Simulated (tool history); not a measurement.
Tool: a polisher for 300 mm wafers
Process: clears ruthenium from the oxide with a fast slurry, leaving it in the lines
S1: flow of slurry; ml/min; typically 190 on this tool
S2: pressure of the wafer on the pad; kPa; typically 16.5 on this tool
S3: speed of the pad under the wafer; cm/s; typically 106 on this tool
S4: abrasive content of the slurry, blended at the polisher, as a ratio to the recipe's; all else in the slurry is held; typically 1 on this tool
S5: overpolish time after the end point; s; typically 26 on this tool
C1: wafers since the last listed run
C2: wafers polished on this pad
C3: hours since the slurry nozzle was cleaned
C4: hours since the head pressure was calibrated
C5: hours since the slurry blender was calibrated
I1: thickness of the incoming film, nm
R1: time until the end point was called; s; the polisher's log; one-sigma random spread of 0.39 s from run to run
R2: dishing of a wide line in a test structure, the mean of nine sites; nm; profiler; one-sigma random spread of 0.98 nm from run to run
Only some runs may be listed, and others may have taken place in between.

run	hour	S1	S2	S3	S4	S5	C1	C2	C3	C4	C5	I1	R1	R2
1	0	190	16.5	106	1	26	0	373	41.8	178.1	298.3	120.2	30.8	58
# hour 6.6: slurry blender recalibrated
2	70.4	190	16.5	106	1	26	909	1282	112.2	248.5	63.8	120	31.7	54.6
3	111.6	190	16.5	106	1	26	547	1830	153.4	289.7	105	121.9	32.5	55
4	152.1	190	16.5	106	1	26	538	2368	193.9	330.2	145.5	119.8	32.5	54
5	198.8	190	16.5	86	1	26	620	2989	240.6	376.9	192.2	120.8	37.3	48
6	245.2	190	16.5	86	1	26	616	3606	287	423.3	238.6	119.5	37.2	48.7
# hour 288.4: worn pad replaced by a new one
7	288.9	190	16.5	86	1	26	527	6	330.7	467	282.3	118.7	32.2	53.4
# hour 314.8: slurry blender recalibrated
8	317.1	190	16.5	106	1.05	26	348	355	358.9	495.2	2.3	121	29.1	58.7
9	351.3	190	16.5	106	1.05	26	454	809	393.1	529.4	36.5	120.4	30.4	58.4
10	409.1	190	16.5	106	1.05	26	768	1577	450.9	587.2	94.3	120.2	31.9	57.7
11	446.5	190	16.5	106	1.2	30	497	2074	488.3	624.6	131.7	121	30.8	64.3
# hour 457.1: slurry nozzle cleaned
12	502.3	190	16.5	106	1	26	728	2803	45.2	680.4	187.5	120.4	32.8	52.3
13	529.1	190	16.5	106	1	26	356	3159	72	707.2	214.3	120.4	32.6	54.4
# hour 590.1: slurry blender recalibrated
# hour 629.2: worn pad replaced by a new one
14	677.6	125	19.3	106	1	26	1894	643	220.5	855.7	87.5	120.6	28.9	59.5
15	702.6	190	16.5	106	1	31	332	975	245.5	880.7	112.5	120	31.8	65.1
16	729	190	13.1	74	1	26	350	1326	271.9	907.1	138.9	118.7	49.6	40.6
17	759.3	190	14.5	106	1	11	402	1729	302.2	937.4	169.2	120.2	36.8	25
18	789	125	19.3	106	1	26	394	2124	331.9	967.1	198.9	117.6	30	57.9
# hour 861.8: slurry blender recalibrated
19	862.3	190	21.4	132	1.15	41	947	3071	405.2	1040.4	0.5	119.3	20.6	91.4
20	891.5	190	13.8	106	1	26	388	3459	434.4	1069.6	29.7	120.5	40.3	46.8
# hour 927.4: slurry nozzle cleaned
# hour 975.3: head pressure recalibrated
# hour 987.6: worn pad replaced by a new one
21	1023	135	11.7	106	1	34	1654	470	95.6	47.7	161.2	119.7	46.5	51.5
22	1092.2	190	16.5	106	1	26	919	1390	164.8	116.9	230.4	118.3	32.5	56.2
23	1130	240	16.5	106	1	26	502	1892	202.6	154.7	268.2	120.3	32	55
# hour 1164.5: slurry blender recalibrated
24	1218.9	190	16.5	106	1	41	1155	3047	291.5	243.6	54.4	122.2	34.9	70.6
25	1274.2	190	16.5	106	1	26	735	3782	346.8	298.9	109.7	118.9	34.2	51.8
# hour 1296.5: worn pad replaced by a new one
26	1315	225	14.5	106	0.75	26	489	246	387.6	339.7	150.5	120.4	40.6	47
27	1369.1	190	21.4	132	1.15	41	719	965	441.7	393.8	204.6	118.9	19.6	95.9

State the hidden condition of the tool at each of the runs:
slurry flow missing at the pad, %: 0 across all the runs
deviation of the head's pressure from its setpoint, %: 0 across all the runs
abrasive missing from the slurry, %: 0 across all the runs
H1: removal rate lost through wear of the pad, %
run	H1
1	3.39
2	8.13
3	9.73
4	10.8
5	11.6
6	12.1
7	0.489
8	3.47
9	6.15
10	9.09
11	10.3
12	11.4
13	11.8
14	5.43
15	7.12
16	8.52
17	9.74
18	10.6
19	12
20	12.3
21	6.24
22	10.6
23	12
24	13.9
25	14.4
26	2.22
27	6.5
